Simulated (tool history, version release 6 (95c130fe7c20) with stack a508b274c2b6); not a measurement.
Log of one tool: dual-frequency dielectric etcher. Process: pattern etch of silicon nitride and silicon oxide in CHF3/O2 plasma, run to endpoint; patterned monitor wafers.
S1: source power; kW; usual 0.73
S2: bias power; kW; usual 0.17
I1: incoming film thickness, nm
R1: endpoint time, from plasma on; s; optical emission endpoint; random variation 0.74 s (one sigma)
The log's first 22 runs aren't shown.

Run 23, hour 1543.2: usual settings; I1 222.1. Result: R1 124.4 s.
Run 24, hour 1605.2: usual settings but S1 0.87 kW, S2 0.2 kW; I1 223.9. Result: R1 111.2 s.
At hour 1700.6: wet clean of the chamber.
Run 25, hour 1722.8: usual settings; I1 223.9. Result: R1 129 s.
Run 26, hour 1794.8: usual settings but S1 0.57 kW, S2 0.131 kW; I1 224.3. Result: R1 155.7 s.
Run 27, hour 1890.4: usual settings but S1 0.56 kW, S2 0.209 kW; I1 225. Result: R1 126.8 s.
Run 28, hour 1965.6: usual settings but S1 0.82 kW, S2 0.209 kW; I1 224. Result: R1 112.7 s.
Run 29, hour 2046.3: usual settings but S2 0.196 kW; I1 223.6. Result: R1 120.2 s.
Run 30, hour 2152.4: usual settings but S1 0.58 kW, S2 0.199 kW; I1 224.8. Result: R1 125.9 s.
Run 31, hour 2241.5: usual settings but S1 0.65 kW, S2 0.156 kW; I1 222. Result: R1 134.3 s.
At hour 2343.9: wet clean of the chamber.
Run 32, hour 2344.4: usual settings but S1 0.64 kW, S2 0.186 kW; I1 222.5. Result: R1 128.2 s.
Run 33, hour 2386.3: usual settings but S2 0.137 kW; I1 223.8. Result: R1 139.6 s.
Run 34, hour 2482.3: usual settings; I1 223.2. Result: R1 129.1 s.
Run 35, hour 2538.2: usual settings but S2 0.145 kW; I1 224.9. Result: R1 138 s.
Run 36, hour 2642.8: usual settings but S1 0.65 kW, S2 0.201 kW; I1 222.9. Result: R1 122.4 s.

3 ways to go on from here, each from the tool as it stands after run 36. What would each give?
Run A, hour 2643.3: usual settings; I1 224. Result: R1 ?.
Run B, hour 2643.3: usual settings but S1 0.87 kW, S2 0.133 kW; I1 224. Result: R1 ?.
Run C, hour 2643.3: usual settings but S1 0.8 kW, S2 0.207 kW; I1 224. Result: R1 ?.

run     R1
  A  127.4
  B    134
  C  114.1
Without the tool's hidden state the same runs would have given:
run     R1
  A  128.3
  B    135
  C  114.9

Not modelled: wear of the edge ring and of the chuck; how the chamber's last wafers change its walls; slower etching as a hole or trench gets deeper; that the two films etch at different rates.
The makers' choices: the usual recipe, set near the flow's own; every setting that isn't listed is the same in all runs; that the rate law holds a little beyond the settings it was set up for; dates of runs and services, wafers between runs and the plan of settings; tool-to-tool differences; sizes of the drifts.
